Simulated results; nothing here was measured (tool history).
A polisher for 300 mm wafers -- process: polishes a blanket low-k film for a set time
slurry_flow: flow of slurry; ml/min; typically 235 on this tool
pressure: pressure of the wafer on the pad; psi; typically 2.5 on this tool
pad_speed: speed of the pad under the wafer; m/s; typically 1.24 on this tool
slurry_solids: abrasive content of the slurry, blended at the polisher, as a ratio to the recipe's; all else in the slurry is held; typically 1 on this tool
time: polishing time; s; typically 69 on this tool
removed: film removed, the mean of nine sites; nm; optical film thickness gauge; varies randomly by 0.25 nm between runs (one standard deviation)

run,hour,slurry_flow,pressure,pad_speed,slurry_solids,time,"incoming thickness of the incoming film, nm",removed
1,0,235,2.5,1.44,1,69,552.6,40.4
2,10.1,235,2.5,1.44,1,69,559,40.5
# hour 37.1: head pressure recalibrated
3,40.3,235,2.5,1.44,1,69,550.7,45.7
4,53.7,235,2.7,1.24,1,69,546.3,44
# hour 60.6: slurry blender recalibrated
5,67.1,235,2.7,1.24,1,69,548.6,43.5
6,81.1,235,2.7,1.24,1,69,561.3,43.8
# hour 96.9: worn pad replaced by a new one
# hour 103: slurry nozzle cleaned
7,129.3,235,2.5,1.24,1,69,551.5,39.6
8,138.8,235,2.5,1.24,1,69,551.4,39.6
9,155.3,235,2.5,1.54,1,77,554.2,50.2
10,171.7,285,2.5,1.06,1,62,552.3,32.4
11,188.4,235,2.5,1.24,1,69,545.3,39
12,202.9,235,2.5,1.24,1,60,549.3,33.8
# hour 212.5: worn pad replaced by a new one
13,213,235,2,1.58,1.15,89,549.4,49.2
14,216.8,235,2.5,1.24,1,69,561,38.2
15,229.3,235,2.5,1.24,1,69,543.4,38
# hour 232.3: conditioning disc replaced and pad reconditioned
16,238.8,235,2.5,1.52,1,82,553.9,53.2
17,248.9,235,2.5,1.24,1,69,543.6,39
18,255.5,310,2.8,1.24,1.25,69,547.6,48.3
19,271.9,310,2.5,1.24,1,69,554,40.5
20,284.7,235,2.5,1.24,0.85,69,550.9,36.7
21,295.8,170,2.5,1.58,1,69,540,43.5
22,305.7,235,2.5,1.24,1,69,545.8,38.7
23,321.4,235,2.5,1.24,1,69,553.1,39
24,337.1,235,2.5,1.46,1,69,542.3,43.2
# hour 341.4: worn pad replaced by a new one
25,346.1,270,1.8,1,1,69,549,25.8
26,358.3,285,2.5,1,1,69,551.2,34.9

The next listed run, before its measurement:
27,368.5,235,3.2,1.24,1,69,545.3,?

Run 27 produced removed 48.3 nm.
The same run, on a tool lacking any hidden state, would have yielded removed 52.1 nm.
